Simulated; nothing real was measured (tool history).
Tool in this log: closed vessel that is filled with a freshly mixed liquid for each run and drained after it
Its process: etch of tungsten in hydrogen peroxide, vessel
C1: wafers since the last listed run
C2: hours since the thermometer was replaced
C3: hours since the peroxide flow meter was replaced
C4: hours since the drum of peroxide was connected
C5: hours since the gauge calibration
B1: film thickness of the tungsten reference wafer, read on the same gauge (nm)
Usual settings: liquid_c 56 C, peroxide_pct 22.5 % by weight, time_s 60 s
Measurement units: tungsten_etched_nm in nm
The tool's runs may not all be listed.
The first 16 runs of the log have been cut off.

{"run": 17, "hour": 1305.4, "liquid_c": 56, "peroxide_pct": 22.5, "time_s": 60, "C1": 14465, "C2": 2573.3, "C3": 130, "C4": 132.7, "C5": 1735.2, "B1": 140, "tungsten_etched_nm": 238}
{"run": 18, "hour": 1365.6, "liquid_c": 61.5, "peroxide_pct": 16.5, "time_s": 60, "C1": 8849, "C2": 2633.5, "C3": 190.2, "C4": 192.9, "C5": 1795.4, "B1": 140, "tungsten_etched_nm": 285.14}
{"run": 19, "hour": 1406.6, "liquid_c": 64.5, "peroxide_pct": 22.5, "time_s": 60, "C1": 6027, "C2": 2674.5, "C3": 231.2, "C4": 233.9, "C5": 1836.4, "B1": 140.01, "tungsten_etched_nm": 388.59}
{"hour": 1608.5, "done": "thermometer replaced"}
{"run": 20, "hour": 1653.7, "liquid_c": 56, "peroxide_pct": 22.5, "time_s": 60, "C1": 36178, "C2": 45.2, "C3": 478.3, "C4": 481, "C5": 2083.5, "B1": 139.99, "tungsten_etched_nm": 225.05}
{"run": 21, "hour": 1696.5, "liquid_c": 46.5, "peroxide_pct": 22.5, "time_s": 80, "C1": 6291, "C2": 88, "C3": 521.1, "C4": 523.8, "C5": 2126.3, "B1": 140, "tungsten_etched_nm": 167.29}
{"run": 22, "hour": 1800.3, "liquid_c": 48, "peroxide_pct": 25.5, "time_s": 30, "C1": 15259, "C2": 191.8, "C3": 624.9, "C4": 627.6, "C5": 2230.1, "B1": 140, "tungsten_etched_nm": 73.61}
{"hour": 1831.7, "done": "gauge calibrated"}
{"hour": 1892.5, "done": "new drum of peroxide connected"}
{"run": 23, "hour": 1897.9, "liquid_c": 56, "peroxide_pct": 22.5, "time_s": 60, "C1": 14200, "C2": 289.4, "C3": 722.5, "C4": 5.4, "C5": 66.2, "B1": 140, "tungsten_etched_nm": 233.1}
{"run": 24, "hour": 1942.2, "liquid_c": 56, "peroxide_pct": 22.5, "time_s": 60, "C1": 6512, "C2": 333.7, "C3": 766.8, "C4": 49.7, "C5": 110.5, "B1": 140.01, "tungsten_etched_nm": 228.29}
{"run": 25, "hour": 2017.6, "liquid_c": 56, "peroxide_pct": 22.5, "time_s": 60, "C1": 11084, "C2": 409.1, "C3": 842.2, "C4": 125.1, "C5": 185.9, "B1": 140.01, "tungsten_etched_nm": 227.11}
{"hour": 2086.3, "done": "peroxide flow meter replaced"}
{"run": 26, "hour": 2108.1, "liquid_c": 53.5, "peroxide_pct": 22.5, "time_s": 60, "C1": 13157, "C2": 499.6, "C3": 21.8, "C4": 215.6, "C5": 276.4, "B1": 140, "tungsten_etched_nm": 200.43}
{"run": 27, "hour": 2201.9, "liquid_c": 56, "peroxide_pct": 22.5, "time_s": 60, "C1": 13789, "C2": 593.4, "C3": 115.6, "C4": 309.4, "C5": 370.2, "B1": 140, "tungsten_etched_nm": 228.18}
{"run": 28, "hour": 2293.8, "liquid_c": 64, "peroxide_pct": 22.5, "time_s": 75, "C1": 13509, "C2": 685.3, "C3": 207.5, "C4": 401.3, "C5": 462.1, "B1": 140, "tungsten_etched_nm": 450.61}
{"run": 29, "hour": 2345.1, "liquid_c": 47.5, "peroxide_pct": 22.5, "time_s": 95, "C1": 7541, "C2": 736.6, "C3": 258.8, "C4": 452.6, "C5": 513.4, "B1": 139.99, "tungsten_etched_nm": 217.37}
{"run": 30, "hour": 2430.0, "liquid_c": 56, "peroxide_pct": 20.5, "time_s": 30, "C1": 12480, "C2": 821.5, "C3": 343.7, "C4": 537.5, "C5": 598.3, "B1": 139.99, "tungsten_etched_nm": 108.34}
{"run": 31, "hour": 2533.9, "liquid_c": 56, "peroxide_pct": 26.5, "time_s": 80, "C1": 15274, "C2": 925.4, "C3": 447.6, "C4": 641.4, "C5": 702.2, "B1": 140.01, "tungsten_etched_nm": 328.11}

3 options for the next run, each taken on its own from the tool as it stands now. Forecast them:
{"run": "A", "hour": 2534.6, "liquid_c": 56, "peroxide_pct": 22.5, "time_s": 90, "C1": 102, "C2": 926.1, "C3": 448.3, "C4": 642.1, "C5": 702.9, "B1": "?", "tungsten_etched_nm": "?"}
{"run": "B", "hour": 2534.6, "liquid_c": 56, "peroxide_pct": 29, "time_s": 80, "C1": 102, "C2": 926.1, "C3": 448.3, "C4": 642.1, "C5": 702.9, "B1": "?", "tungsten_etched_nm": "?"}
{"run": "C", "hour": 2534.6, "liquid_c": 49.5, "peroxide_pct": 22.5, "time_s": 75, "C1": 102, "C2": 926.1, "C3": 448.3, "C4": 642.1, "C5": 702.9, "B1": "?", "tungsten_etched_nm": "?"}

run=A B1=140.03 tungsten_etched_nm=338.23
run=B B1=140.03 tungsten_etched_nm=341.32
run=C B1=140.03 tungsten_etched_nm=190.95
What these runs would have given with no unlogged condition in the tool:
run=A tungsten_etched_nm=341.79
run=B tungsten_etched_nm=344.92
run=C tungsten_etched_nm=192.72

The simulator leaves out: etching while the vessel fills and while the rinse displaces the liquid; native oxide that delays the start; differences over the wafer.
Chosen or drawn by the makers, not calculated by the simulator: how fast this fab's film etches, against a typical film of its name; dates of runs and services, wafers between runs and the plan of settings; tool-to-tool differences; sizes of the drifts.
